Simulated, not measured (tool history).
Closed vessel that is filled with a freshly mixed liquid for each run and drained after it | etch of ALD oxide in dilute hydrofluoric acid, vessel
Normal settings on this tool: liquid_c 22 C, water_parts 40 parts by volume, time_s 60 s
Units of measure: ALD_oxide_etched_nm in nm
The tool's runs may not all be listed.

run,hour,liquid_c,water_parts,time_s,wafers since the last listed run,hours since the thermometer was replaced,hours since the hydrofluoric acid flow meter was replaced,hours since the gauge calibration,"read-back film thickness of the ALD oxide reference wafer, read on the same gauge (nm)",ALD_oxide_etched_nm
1,0,22,45,75,0,658.8,182.4,1021.4,82.42,41.13
2,38.2,22,40,60,5566,697,220.6,1059.6,82.44,36.86
3,109.6,22,40,60,10404,768.4,292,1131,82.52,36.81
4,134.1,22,40,60,3570,792.9,316.5,1155.5,82.52,36.93
5,167.1,22,40,60,4808,825.9,349.5,1188.5,82.62,36.89
# hour 175.8: thermometer replaced
6,233.8,22,40,35,9574,58,416.2,1255.2,82.67,21.65
7,264.1,22,40,35,4415,88.3,446.5,1285.5,82.68,21.59
8,328.6,22,40,35,9399,152.8,511,1350,82.71,21.77
9,353.3,22,40,60,3599,177.5,535.7,1374.7,82.77,36.87
# hour 360.7: hydrofluoric acid flow meter replaced
10,391.7,22,40,60,5450,215.9,31,1413.1,82.77,37.23
11,436.5,19,40,60,6528,260.7,75.8,1457.9,82.74,32.6
12,481.5,22,40,60,6557,305.7,120.8,1502.9,82.76,36.98
13,506.7,22,40,40,3672,330.9,146,1528.1,82.86,24.87
14,544.4,20.5,35,50,5493,368.6,183.7,1565.8,82.82,33.23
15,588.2,18.5,40,85,6382,412.4,227.5,1609.6,82.89,45.76
16,650.1,22,55,60,9020,474.3,289.4,1671.5,82.94,26.36
17,716.5,22,25,80,9676,540.7,355.8,1737.9,82.98,81.46
18,750.2,22,40,60,4910,574.4,389.5,1771.6,82.92,37.18
19,804.1,22,40,60,7854,628.3,443.4,1825.5,82.98,37.36
# hour 858: hydrofluoric acid flow meter replaced
20,860.1,23.5,40,60,8014,684.3,2.1,1881.5,83,39.73
21,922.1,22,40,80,9034,746.3,64.1,1943.5,83.01,49.6
22,990.5,25.5,25,60,9967,814.7,132.5,2011.9,83.04,71.29
23,1015,24,45,85,3570,839.2,157,2036.4,83.06,50.43
# hour 1058.7: gauge calibrated
# hour 1129.6: thermometer replaced
24,1167.3,27,40,80,22048,37.7,309.3,108.6,80.24,59.67
25,1211.2,24,45,75,6397,81.6,353.2,152.5,80.45,43.31
26,1242.6,20.5,35,50,4575,113,384.6,183.9,80.54,32.29
27,1292.6,25,55,40,7286,163,434.6,233.9,80.65,19.37
28,1355.9,20,45,60,9224,226.3,497.9,297.2,80.82,29.33
# hour 1401.5: hydrofluoric acid flow meter replaced
29,1404.9,22,45,60,6994,275.3,3.4,346.2,81,32.49
30,1474.3,26,40,60,10113,344.7,72.8,415.6,81.13,42.97
31,1523.1,26.5,30,45,7111,393.5,121.6,464.4,81.2,44.79
32,1586,22,40,70,9166,456.4,184.5,527.3,81.39,42.13
33,1616.6,22,30,60,4459,487,215.1,557.9,81.43,49.6
34,1674.6,22,40,75,8452,545,273.1,615.9,81.58,45.92
35,1721.1,22,40,60,6776,591.5,319.6,662.4,81.63,36.6

How would selected steps in ALD_oxide_etched_nm from run to run divide? Give the signed amount a tool lacking its hidden state would still show from settings, what came in and random variation, and the signed amount left for the hidden state, including any gauge scatter that is not in both of the compared results.
Unlogged tool condition in this case: liquid colder than its thermometer reads (K); hydrofluoric acid flow above the setpoint (%); gauge reads high (%).
Run 16 -> 17: water_parts 55 -> 25, time_s 60 -> 80. ALD_oxide_etched_nm +55.1 nm: hidden state +1.96, all else +53.14.
Run 17 -> 18: water_parts 25 -> 40, time_s 80 -> 60. ALD_oxide_etched_nm -44.28 nm: hidden state -1.56, all else -42.72.
Run 21 -> 22: liquid_c 22 -> 25.5, water_parts 40 -> 25, time_s 80 -> 60. ALD_oxide_etched_nm +21.69 nm: hidden state +0.81, all else +20.88.
Run 23 -> 24: liquid_c 24 -> 27, water_parts 45 -> 40, time_s 85 -> 80, gauge calibrated, thermometer replaced. ALD_oxide_etched_nm +9.24 nm: hidden state -1.66, all else +10.9.
